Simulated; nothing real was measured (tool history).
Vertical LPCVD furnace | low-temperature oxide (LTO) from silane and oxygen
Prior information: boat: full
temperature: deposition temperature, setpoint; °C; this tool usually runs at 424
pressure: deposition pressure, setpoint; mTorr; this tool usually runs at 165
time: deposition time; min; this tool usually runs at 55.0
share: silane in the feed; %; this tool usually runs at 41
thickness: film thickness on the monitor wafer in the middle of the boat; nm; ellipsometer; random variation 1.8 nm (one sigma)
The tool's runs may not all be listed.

run,hour,temperature,pressure,time,share,wafers since the last listed run,hours since the last temperature calibration,hours since the pressure gauge was zeroed,hours since the silane flow controller was replaced,hours since the gauge calibration,"read-back reference wafer on the same gauge, thickness",thickness
1,0.0,424,165,55.0,41,0,4144.6,2454.0,2644.3,181.4,580.12,537.41
2,14.8,424,165,55.0,41,310,4159.4,2468.8,2659.1,196.2,579.82,533.57
3,26.6,424,165,55.0,41,247,4171.2,2480.6,2670.9,208.0,580.17,534.65
4,33.8,424,165,55.0,41,151,4178.4,2487.8,2678.1,215.2,580.01,538.61
5,48.6,424,165,55.0,41,310,4193.2,2502.6,2692.9,230.0,580.50,534.97
6,57.1,424,165,55.0,47,178,4201.7,2511.1,2701.4,238.5,579.92,612.96
# hour 87.7: silane flow controller replaced
7,88.2,432,165,55.0,41,149,4232.8,2542.2,0.5,269.6,580.08,579.85
8,92.4,432,165,55.0,41,88,4237.0,2546.4,4.7,273.8,580.40,577.61
9,96.7,432,165,55.0,41,90,4241.3,2550.7,9.0,278.1,579.60,579.28
10,106.6,424,165,64.0,41,207,4251.2,2560.6,18.9,288.0,579.75,621.04
11,118.1,424,165,64.0,41,241,4262.7,2572.1,30.4,299.5,579.97,618.54
# hour 144.5: thermocouples replaced and temperature profile calibrated
12,145.0,424,165,55.0,41,60,0.5,2599.0,57.3,326.4,579.70,536.85
13,149.2,424,165,55.0,41,88,4.7,2603.2,61.5,330.6,579.91,534.23
14,153.4,424,165,40.0,36,88,8.9,2607.4,65.7,334.8,579.72,336.12
15,157.6,424,165,55.0,41,88,13.1,2611.6,69.9,339.0,579.97,533.48
16,162.1,424,165,55.0,41,94,17.6,2616.1,74.4,343.5,580.10,533.37
17,180.1,424,165,55.0,41,377,35.6,2634.1,92.4,361.5,579.56,539.33
18,186.3,420,130,55.0,41,130,41.8,2640.3,98.6,367.7,580.14,403.71
19,197.9,424,165,55.0,33,243,53.4,2651.9,110.2,379.3,580.24,411.85
# hour 208.1: gauge calibrated
20,210.7,428,195,55.0,45,268,66.2,2664.7,123.0,2.6,579.92,725.48
21,223.3,424,165,38.5,41,264,78.8,2677.3,135.6,15.2,580.54,372.07
22,235.4,414,190,45.0,43,254,90.9,2689.4,147.7,27.3,579.71,480.37
23,246.1,432,185,55.0,41,224,101.6,2700.1,158.4,38.0,580.27,645.95
# hour 275.3: pressure gauge zeroed
24,275.8,424,165,64.0,41,119,131.3,0.5,188.1,67.7,580.08,623.56
25,288.4,424,155,62.0,35,264,143.9,13.1,200.7,80.3,579.98,475.03
26,304.1,424,165,62.0,36,329,159.6,28.8,216.4,96.0,580.10,518.86
27,312.7,424,200,66.5,41,180,168.2,37.4,225.0,104.6,579.73,781.41
28,329.9,413,165,55.0,41,361,185.4,54.6,242.2,121.8,579.61,478.24
29,341.2,424,135,69.0,45,237,196.7,65.9,253.5,133.1,579.87,605.13
30,348.5,424,165,34.5,41,153,204.0,73.2,260.8,140.4,580.07,336.43
31,359.3,424,165,55.0,35,226,214.8,84.0,271.6,151.2,579.68,444.46
32,366.3,424,165,55.0,41,146,221.8,91.0,278.6,158.2,580.13,538.52

What was the tool's hidden state at every run in the log?
true tube temperature minus thermocouple reading, K: 0 in every run
true pressure minus gauge reading, mTorr: 0 in every run
deviation of the silane flow from its setpoint, %: 0 in every run
gauge reads high (%): 0 in every run
